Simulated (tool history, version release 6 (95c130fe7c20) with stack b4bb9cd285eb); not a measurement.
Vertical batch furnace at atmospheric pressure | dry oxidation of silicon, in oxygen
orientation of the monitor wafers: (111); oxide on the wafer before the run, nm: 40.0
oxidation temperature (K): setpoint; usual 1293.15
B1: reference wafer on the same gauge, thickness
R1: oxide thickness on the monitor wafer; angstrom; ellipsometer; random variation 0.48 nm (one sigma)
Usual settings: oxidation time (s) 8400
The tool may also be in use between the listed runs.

{"run": 1, "day": 0.0, "oxidation temperature (K)": 1293.15, "oxidation time (s)": 9450, "B1": 136.0, "R1": 1776.1}
{"run": 2, "day": 1.758, "oxidation temperature (K)": 1293.15, "oxidation time (s)": 9450, "B1": 136.07, "R1": 1773.3}
{"run": 3, "day": 5.954, "oxidation temperature (K)": 1293.15, "oxidation time (s)": 10950, "B1": 136.06, "R1": 1912.6}
{"run": 4, "day": 9.975, "oxidation temperature (K)": 1293.15, "oxidation time (s)": 10950, "B1": 135.88, "R1": 1916.2}
{"run": 5, "day": 11.992, "oxidation temperature (K)": 1293.15, "oxidation time (s)": 10950, "B1": 136.16, "R1": 1930.8}
{"run": 6, "day": 16.246, "oxidation temperature (K)": 1281.15, "oxidation time (s)": 8400, "B1": 135.85, "R1": 1566.1}
{"run": 7, "day": 20.975, "oxidation temperature (K)": 1281.15, "oxidation time (s)": 8400, "B1": 136.1, "R1": 1574.2}
{"run": 8, "day": 24.662, "oxidation temperature (K)": 1293.15, "oxidation time (s)": 8400, "B1": 136.06, "R1": 1677.5}
{"run": 9, "day": 26.825, "oxidation temperature (K)": 1293.15, "oxidation time (s)": 8400, "B1": 136.17, "R1": 1674.6}
{"run": 10, "day": 30.217, "oxidation temperature (K)": 1293.15, "oxidation time (s)": 8400, "B1": 136.11, "R1": 1676.8}
{"run": 11, "day": 34.571, "oxidation temperature (K)": 1293.15, "oxidation time (s)": 5040, "B1": 136.17, "R1": 1291.4}
{"run": 12, "day": 39.067, "oxidation temperature (K)": 1293.15, "oxidation time (s)": 8400, "B1": 135.96, "R1": 1649.7}
{"run": 13, "day": 42.55, "oxidation temperature (K)": 1293.15, "oxidation time (s)": 10920, "B1": 135.98, "R1": 1885.5}
{"run": 14, "day": 45.004, "oxidation temperature (K)": 1293.15, "oxidation time (s)": 10920, "B1": 136.0, "R1": 1888.8}
{"run": 15, "day": 46.783, "oxidation temperature (K)": 1280.15, "oxidation time (s)": 8400, "B1": 136.0, "R1": 1530.6}
{"run": 16, "day": 50.396, "oxidation temperature (K)": 1293.15, "oxidation time (s)": 8400, "B1": 136.06, "R1": 1645.9}
{"run": 17, "day": 54.325, "oxidation temperature (K)": 1285.15, "oxidation time (s)": 4890, "B1": 135.98, "R1": 1194.3}
{"run": 18, "day": 56.483, "oxidation temperature (K)": 1306.15, "oxidation time (s)": 4410, "B1": 136.02, "R1": 1262.1}
{"run": 19, "day": 59.762, "oxidation temperature (K)": 1293.15, "oxidation time (s)": 8400, "B1": 135.9, "R1": 1645.7}
{"run": 20, "day": 62.004, "oxidation temperature (K)": 1293.15, "oxidation time (s)": 6630, "B1": 136.13, "R1": 1449.4}
{"run": 21, "day": 64.296, "oxidation temperature (K)": 1308.15, "oxidation time (s)": 8400, "B1": 135.98, "R1": 1779.9}
{"run": 22, "day": 67.629, "oxidation temperature (K)": 1293.15, "oxidation time (s)": 8400, "B1": 136.05, "R1": 1646.9}
{"run": 23, "day": 70.1, "oxidation temperature (K)": 1308.15, "oxidation time (s)": 8400, "B1": 135.92, "R1": 1783.1}
{"run": 24, "day": 73.008, "oxidation temperature (K)": 1293.15, "oxidation time (s)": 12210, "B1": 135.98, "R1": 2012.7}
{"run": 25, "day": 74.992, "oxidation temperature (K)": 1293.15, "oxidation time (s)": 8400, "B1": 135.93, "R1": 1652.6}
{"run": 26, "day": 78.617, "oxidation temperature (K)": 1285.15, "oxidation time (s)": 8400, "B1": 135.75, "R1": 1614.2}
{"run": 27, "day": 82.275, "oxidation temperature (K)": 1283.15, "oxidation time (s)": 4860, "B1": 136.01, "R1": 1206.6}
{"run": 28, "day": 86.662, "oxidation temperature (K)": 1284.15, "oxidation time (s)": 5790, "B1": 135.99, "R1": 1327.9}
{"run": 29, "day": 90.038, "oxidation temperature (K)": 1308.15, "oxidation time (s)": 10770, "B1": 136.03, "R1": 2084.0}
{"run": 30, "day": 91.9, "oxidation temperature (K)": 1284.15, "oxidation time (s)": 5790, "B1": 136.09, "R1": 1335.4}
{"run": 31, "day": 95.429, "oxidation temperature (K)": 1293.15, "oxidation time (s)": 8400, "B1": 135.96, "R1": 1696.0}
{"run": 32, "day": 97.117, "oxidation temperature (K)": 1315.15, "oxidation time (s)": 8400, "B1": 136.03, "R1": 1903.6}
{"run": 33, "day": 101.029, "oxidation temperature (K)": 1293.15, "oxidation time (s)": 8400, "B1": 136.06, "R1": 1666.7}
{"run": 34, "day": 103.988, "oxidation temperature (K)": 1307.15, "oxidation time (s)": 10170, "B1": 135.87, "R1": 1994.4}
{"run": 35, "day": 105.829, "oxidation temperature (K)": 1310.15, "oxidation time (s)": 12300, "B1": 136.17, "R1": 2241.9}
{"run": 36, "day": 108.983, "oxidation temperature (K)": 1293.15, "oxidation time (s)": 8400, "B1": 136.11, "R1": 1660.0}
{"run": 37, "day": 113.054, "oxidation temperature (K)": 1303.15, "oxidation time (s)": 4680, "B1": 135.94, "R1": 1298.7}

Taken out of this log: 4 entries between the listed runs. Where each belongs, and how the hidden state differs across it:
Between runs 11 and 12: gauge calibrated (day 34.946); thermocouples replaced and temperature profile calibrated (day 38.162)
  true tube temperature minus thermocouple reading, K: 4.19 -> 0.444; monitor wafer colder than the profiled boat position, K: 2.5 -> 2.64
  measured less the result without the state, R1: +10.9 -> -19.6 angstrom
Between runs 25 and 26: boat lift adjusted (day 76.638)
  true tube temperature minus thermocouple reading, K: 1.75 -> 2.01; monitor wafer colder than the profiled boat position, K: 3.94 -> 0.235
  measured less the result without the state, R1: -19.7 -> +16.0 angstrom
Between runs 32 and 33: thermocouples replaced and temperature profile calibrated (day 100.488)
  true tube temperature minus thermocouple reading, K: 3.78 -> 0.325; monitor wafer colder than the profiled boat position, K: 0.28 -> 0.298
  measured less the result without the state, R1: +32.4 -> +0.3 angstrom
